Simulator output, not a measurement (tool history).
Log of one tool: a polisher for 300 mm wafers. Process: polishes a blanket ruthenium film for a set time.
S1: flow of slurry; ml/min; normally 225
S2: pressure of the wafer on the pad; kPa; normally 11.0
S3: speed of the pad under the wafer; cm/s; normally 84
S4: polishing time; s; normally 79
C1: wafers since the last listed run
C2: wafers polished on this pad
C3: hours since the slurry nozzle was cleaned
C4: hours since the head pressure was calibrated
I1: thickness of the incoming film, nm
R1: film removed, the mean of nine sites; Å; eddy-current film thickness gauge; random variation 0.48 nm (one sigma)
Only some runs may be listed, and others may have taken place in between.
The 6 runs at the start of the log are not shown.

| run | day | S1 | S2 | S3 | S4 | C1 | C2 | C3 | C4 | I1 | R1 |
|---|---|---|---|---|---|---|---|---|---|---|---|
| 7 | 15.917 | 225 | 11.0 | 84 | 79 | 424 | 1024 | 78.6 | 427.3 | 611.5 | 692 |
| 8 | 19.583 | 225 | 11.0 | 94 | 79 | 840 | 1865 | 166.6 | 515.3 | 592.9 | 745 |
| 9 | 22.333 | 225 | 11.0 | 94 | 79 | 630 | 2495 | 232.6 | 581.3 | 599.9 | 745 |
|  | 23.550 | head pressure recalibrated |
| 10 | 24.654 | 225 | 11.0 | 94 | 79 | 513 | 3008 | 288.3 | 26.5 | 592.6 | 750 |
|  | 33.833 | worn pad replaced by a new one |
| 11 | 36.771 | 225 | 11.0 | 84 | 79 | 2739 | 673 | 579.1 | 317.3 | 605.0 | 684 |
| 12 | 39.792 | 225 | 11.0 | 84 | 79 | 692 | 1366 | 651.6 | 389.8 | 604.0 | 692 |
| 13 | 43.921 | 225 | 11.0 | 84 | 79 | 946 | 2313 | 750.7 | 488.9 | 609.5 | 686 |
|  | 45.888 | slurry nozzle cleaned |
|  | 49.642 | head pressure recalibrated |
| 14 | 52.725 | 225 | 11.0 | 84 | 79 | 1989 | 4303 | 164.1 | 74.0 | 597.8 | 685 |
| 15 | 54.946 | 225 | 11.0 | 84 | 79 | 509 | 4812 | 217.4 | 127.3 | 592.7 | 682 |
|  | 55.992 | worn pad replaced by a new one |
| 16 | 68.367 | 170 | 11.0 | 84 | 79 | 3038 | 2837 | 539.5 | 449.4 | 591.9 | 654 |
|  | 72.279 | head pressure recalibrated |
| 17 | 72.554 | 225 | 11.0 | 84 | 57 | 941 | 3778 | 640.0 | 6.6 | 596.6 | 493 |

The next listed run, before its measurement:
|  | 75.267 | worn pad replaced by a new one |
| 18 | 75.350 | 225 | 14.5 | 106 | 67 | 602 | 18 | 707.1 | 73.7 | 607.5 | ? |

{"run 18": {"R1": 925}}
The same run, on a tool lacking any hidden state, would have yielded R1 925 Å.
